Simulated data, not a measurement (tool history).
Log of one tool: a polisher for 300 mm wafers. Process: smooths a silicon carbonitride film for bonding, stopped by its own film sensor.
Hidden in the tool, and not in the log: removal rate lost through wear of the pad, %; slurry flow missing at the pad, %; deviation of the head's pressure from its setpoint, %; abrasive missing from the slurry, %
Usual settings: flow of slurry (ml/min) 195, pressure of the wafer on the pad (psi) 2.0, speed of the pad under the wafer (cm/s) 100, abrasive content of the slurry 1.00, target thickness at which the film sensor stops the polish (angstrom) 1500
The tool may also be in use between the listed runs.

| run | day | flow of slurry (ml/min) | pressure of the wafer on the pad (psi) | speed of the pad under the wafer (cm/s) | abrasive content of the slurry | target thickness at which the film sensor stops the polish (angstrom) | wafers since the last listed run | wafers polished on this pad | hours since the slurry nozzle was cleaned | hours since the head pressure was calibrated | hours since the slurry blender was calibrated | incoming thickness of the incoming film, nm | time until the film sensor stopped the polish (s) |
|---|---|---|---|---|---|---|---|---|---|---|---|---|---|
| 1 | 0.000 | 195 | 2.0 | 100 | 1.00 | 1500 | 0 | 305 | 401.5 | 871.2 | 15.2 | 182.2 | 138.1 |
| 2 | 0.454 | 195 | 2.0 | 100 | 1.00 | 1500 | 60 | 366 | 412.4 | 882.1 | 26.1 | 179.1 | 125.0 |
| 3 | 0.946 | 195 | 2.0 | 100 | 1.00 | 1500 | 65 | 431 | 424.2 | 893.9 | 37.9 | 180.0 | 128.9 |
| 4 | 1.375 | 195 | 2.0 | 100 | 1.00 | 1500 | 56 | 488 | 434.5 | 904.2 | 48.2 | 179.8 | 128.2 |
| 5 | 1.979 | 235 | 2.0 | 100 | 1.00 | 1440 | 80 | 568 | 449.0 | 918.7 | 62.7 | 183.3 | 168.7 |
|  | 2.096 | head pressure recalibrated |
| 6 | 2.538 | 195 | 2.0 | 116 | 1.00 | 1500 | 62 | 631 | 462.4 | 10.6 | 76.1 | 179.8 | 116.1 |
| 7 | 3.217 | 195 | 2.0 | 116 | 1.00 | 1500 | 90 | 721 | 478.7 | 26.9 | 92.4 | 176.8 | 109.9 |
| 8 | 3.479 | 195 | 2.0 | 100 | 1.00 | 1500 | 34 | 755 | 485.0 | 33.2 | 98.7 | 180.8 | 141.7 |
|  | 3.688 | worn pad replaced by a new one, of another model than before |
|  | 4.071 | slurry nozzle cleaned |
| 9 | 4.183 | 195 | 2.0 | 100 | 1.00 | 1500 | 65 | 60 | 2.7 | 50.1 | 115.6 | 179.7 | 124.4 |
| 10 | 4.862 | 195 | 2.0 | 100 | 0.90 | 1500 | 90 | 150 | 19.0 | 66.4 | 131.9 | 177.3 | 121.4 |
| 11 | 5.275 | 195 | 2.0 | 100 | 1.00 | 1500 | 54 | 204 | 28.9 | 76.3 | 141.8 | 179.8 | 127.3 |
| 12 | 6.004 | 195 | 2.0 | 100 | 1.00 | 1500 | 96 | 301 | 46.4 | 93.8 | 159.3 | 181.4 | 133.0 |
| 13 | 6.479 | 235 | 2.3 | 100 | 1.00 | 1500 | 62 | 364 | 57.8 | 105.2 | 170.7 | 180.2 | 116.9 |
| 14 | 7.096 | 195 | 2.0 | 100 | 1.00 | 1500 | 81 | 446 | 72.6 | 120.0 | 185.5 | 179.7 | 127.7 |
| 15 | 7.783 | 195 | 2.0 | 120 | 1.00 | 1500 | 91 | 537 | 89.1 | 136.5 | 202.0 | 183.6 | 132.9 |
| 16 | 8.312 | 195 | 2.0 | 100 | 1.00 | 1540 | 70 | 607 | 101.8 | 149.2 | 214.7 | 180.7 | 118.8 |
| 17 | 8.588 | 165 | 2.0 | 100 | 1.00 | 1500 | 36 | 643 | 108.4 | 155.8 | 221.3 | 180.4 | 136.6 |
| 18 | 9.229 | 170 | 2.0 | 114 | 0.85 | 1400 | 85 | 728 | 123.8 | 171.2 | 236.7 | 182.1 | 195.8 |
|  | 9.862 | worn pad replaced by a new one |
| 19 | 9.883 | 195 | 2.0 | 100 | 1.00 | 1500 | 64 | 2 | 139.5 | 186.9 | 252.4 | 182.3 | 139.4 |
|  | 10.088 | slurry blender recalibrated |
| 20 | 10.125 | 235 | 2.0 | 100 | 1.00 | 1440 | 20 | 23 | 145.3 | 192.7 | 0.9 | 180.9 | 153.0 |
| 21 | 10.421 | 195 | 2.0 | 126 | 0.90 | 1500 | 39 | 62 | 152.4 | 199.8 | 8.0 | 176.5 | 102.5 |
| 22 | 10.996 | 195 | 2.2 | 100 | 1.00 | 1560 | 76 | 139 | 166.2 | 213.6 | 21.8 | 179.0 | 93.7 |
| 23 | 11.408 | 135 | 2.0 | 100 | 0.75 | 1540 | 54 | 193 | 176.1 | 223.5 | 31.7 | 183.5 | 145.7 |
| 24 | 11.767 | 195 | 2.0 | 64 | 1.00 | 1500 | 47 | 241 | 184.7 | 232.1 | 40.3 | 180.9 | 165.3 |
| 25 | 12.450 | 195 | 2.0 | 90 | 1.00 | 1500 | 90 | 331 | 201.1 | 248.5 | 56.7 | 180.4 | 138.5 |
| 26 | 12.992 | 150 | 2.0 | 134 | 1.00 | 1500 | 71 | 403 | 214.1 | 261.5 | 69.7 | 181.1 | 114.6 |
| 27 | 13.412 | 195 | 1.6 | 100 | 1.10 | 1500 | 55 | 459 | 224.2 | 271.6 | 79.8 | 181.4 | 149.4 |
| 28 | 13.829 | 150 | 2.0 | 100 | 1.00 | 1500 | 55 | 514 | 234.2 | 281.6 | 89.8 | 177.1 | 119.8 |
|  | 15.562 | worn pad replaced by a new one |
| 29 | 15.783 | 195 | 2.0 | 100 | 1.00 | 1500 | 236 | 29 | 281.1 | 328.5 | 136.7 | 179.6 | 128.0 |
| 30 | 16.258 | 170 | 2.0 | 114 | 0.85 | 1400 | 62 | 92 | 292.5 | 339.9 | 148.1 | 179.7 | 167.4 |

4 ways to go on from here, each from the tool as it stands after run 30. What would each give?
| A | 16.279 | 195 | 2.0 | 100 | 1.00 | 1500 | 2 | 94 | 293.0 | 340.4 | 148.6 | 181.7 | ? |
| B | 16.279 | 195 | 2.0 | 100 | 1.25 | 1500 | 2 | 94 | 293.0 | 340.4 | 148.6 | 181.7 | ? |
| C | 16.279 | 195 | 1.8 | 88 | 0.90 | 1400 | 2 | 94 | 293.0 | 340.4 | 148.6 | 181.7 | ? |
| D | 16.279 | 195 | 2.0 | 100 | 1.00 | 1440 | 2 | 94 | 293.0 | 340.4 | 148.6 | 181.7 | ? |

| run | time until the film sensor stopped the polish (s) |
|---|---|
| A | 136.8 |
| B | 125.2 |
| C | 216.2 |
| D | 162.7 |
Without the tool's hidden state the same runs would have given:
| run | time until the film sensor stopped the polish (s) |
|---|---|
| A | 134.0 |
| B | 122.5 |
| C | 211.7 |
| D | 159.3 |
